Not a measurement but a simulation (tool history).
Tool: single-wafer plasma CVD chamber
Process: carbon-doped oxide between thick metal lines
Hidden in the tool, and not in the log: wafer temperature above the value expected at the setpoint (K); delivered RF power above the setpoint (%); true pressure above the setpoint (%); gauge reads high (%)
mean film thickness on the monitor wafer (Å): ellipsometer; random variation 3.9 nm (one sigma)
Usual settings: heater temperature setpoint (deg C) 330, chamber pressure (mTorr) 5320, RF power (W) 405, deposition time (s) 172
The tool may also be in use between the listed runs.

| run | hour | heater temperature setpoint (deg C) | chamber pressure (mTorr) | RF power (W) | deposition time (s) | wafers since the last listed run | hours since the last thermocouple change | hours since the last RF generator calibration | hours since the last manometer calibration | hours since the showerhead was replaced | hours since the gauge calibration | read-back reference wafer on the same gauge, thickness_nm | mean film thickness on the monitor wafer (Å) |
|---|---|---|---|---|---|---|---|---|---|---|---|---|---|
| 1 | 0 | 330 | 5320 | 405 | 172 | 0 | 1228.7 | 1710.6 | 168.5 | 5576.8 | 2186.4 | 956.722 | 8105.93 |
| 2 | 68.1 | 330 | 5320 | 405 | 172 | 655 | 1296.8 | 1778.7 | 236.6 | 5644.9 | 2254.5 | 954.948 | 8123.25 |
|  | 105.5 | RF generator calibrated |
| 3 | 135.8 | 330 | 5320 | 405 | 172 | 574 | 1364.5 | 30.3 | 304.3 | 5712.6 | 2322.2 | 957.487 | 8417.3 |
| 4 | 200.6 | 330 | 5320 | 405 | 172 | 623 | 1429.3 | 95.1 | 369.1 | 5777.4 | 2387 | 956.592 | 8450.39 |
| 5 | 246.4 | 330 | 5320 | 405 | 172 | 440 | 1475.1 | 140.9 | 414.9 | 5823.2 | 2432.8 | 956.885 | 8428.43 |
| 6 | 328.9 | 330 | 5320 | 405 | 172 | 794 | 1557.6 | 223.4 | 497.4 | 5905.7 | 2515.3 | 954.651 | 8430.86 |
| 7 | 377.8 | 324 | 5320 | 405 | 172 | 470 | 1606.5 | 272.3 | 546.3 | 5954.6 | 2564.2 | 956.409 | 8594.84 |
|  | 446.3 | gauge calibrated |
| 8 | 479.1 | 324 | 5320 | 405 | 172 | 975 | 1707.8 | 373.6 | 647.6 | 6055.9 | 32.8 | 955.259 | 8630.37 |
| 9 | 526.1 | 330 | 5320 | 405 | 172 | 452 | 1754.8 | 420.6 | 694.6 | 6102.9 | 79.8 | 954.851 | 8368.95 |
| 10 | 601.5 | 330 | 5320 | 405 | 172 | 725 | 1830.2 | 496 | 770 | 6178.3 | 155.2 | 956.044 | 8435.4 |
|  | 754.3 | thermocouple changed; heater temperature recalibrated |
|  | 862.5 | capacitance manometer re-zeroed and calibrated |
| 11 | 867.9 | 330 | 6130 | 405 | 172 | 2410 | 113.6 | 762.4 | 5.4 | 6444.7 | 421.6 | 957.241 | 8424.25 |
| 12 | 973.9 | 330 | 5320 | 340 | 196 | 1020 | 219.6 | 868.4 | 111.4 | 6550.7 | 527.6 | 956.259 | 8717.63 |
| 13 | 1022.5 | 323 | 5890 | 405 | 140 | 467 | 268.2 | 917 | 160 | 6599.3 | 576.2 | 954.163 | 7054.72 |
| 14 | 1122.6 | 330 | 5320 | 445 | 158 | 963 | 368.3 | 1017.1 | 260.1 | 6699.4 | 676.3 | 955.104 | 7970.54 |
| 15 | 1196.6 | 338 | 5320 | 370 | 172 | 712 | 442.3 | 1091.1 | 334.1 | 6773.4 | 750.3 | 952.937 | 7677.94 |
| 16 | 1241.5 | 330 | 5320 | 405 | 172 | 432 | 487.2 | 1136 | 379 | 6818.3 | 795.2 | 956.327 | 8224.65 |
| 17 | 1302.5 | 330 | 5320 | 405 | 172 | 587 | 548.2 | 1197 | 440 | 6879.3 | 856.2 | 955.505 | 8253.6 |
| 18 | 1398.4 | 335 | 5320 | 355 | 158 | 923 | 644.1 | 1292.9 | 535.9 | 6975.2 | 952.1 | 956.038 | 6981.65 |
| 19 | 1463.8 | 330 | 5320 | 355 | 139 | 629 | 709.5 | 1358.3 | 601.3 | 7040.6 | 1017.5 | 955.724 | 6275.89 |
|  | 1513 | showerhead replaced |
| 20 | 1532.3 | 316 | 4800 | 455 | 141 | 582 | 778 | 1426.8 | 669.8 | 19.3 | 1086 | 955.004 | 7448.92 |
| 21 | 1576.1 | 330 | 5320 | 405 | 172 | 421 | 821.8 | 1470.6 | 713.6 | 63.1 | 1129.8 | 957.542 | 8216.63 |
| 22 | 1636.8 | 318 | 6540 | 365 | 181 | 584 | 882.5 | 1531.3 | 774.3 | 123.8 | 1190.5 | 954.828 | 8686.4 |
| 23 | 1690.4 | 330 | 5850 | 405 | 172 | 515 | 936.1 | 1584.9 | 827.9 | 177.4 | 1244.1 | 957.251 | 8213.44 |
|  | 1739.1 | RF generator calibrated |
| 24 | 1740.6 | 316 | 5810 | 380 | 172 | 406 | 986.3 | 1.5 | 878.1 | 227.6 | 1294.3 | 955.207 | 8762.11 |
|  | 1802.2 | capacitance manometer re-zeroed and calibrated |
| 25 | 1820.2 | 337 | 5320 | 405 | 185 | 689 | 1065.9 | 81.1 | 18 | 307.2 | 1373.9 | 956.651 | 8878.21 |
| 26 | 1921.6 | 330 | 4480 | 360 | 172 | 975 | 1167.3 | 182.5 | 119.4 | 408.6 | 1475.3 | 957.935 | 7814.48 |
| 27 | 2010.6 | 330 | 4020 | 405 | 156 | 856 | 1256.3 | 271.5 | 208.4 | 497.6 | 1564.3 | 956.481 | 7398.98 |

The next listed run, before its measurement:
| 28 | 2087 | 330 | 6220 | 405 | 172 | 735 | 1332.7 | 347.9 | 284.8 | 574 | 1640.7 | ? | ? |

{"run 28": {"read-back reference wafer on the same gauge, thickness_nm": 955.587, "mean film thickness on the monitor wafer (Å)": 8472.45}}
Without the tool's hidden state the same run would have given mean film thickness on the monitor wafer (Å) 8579.85.
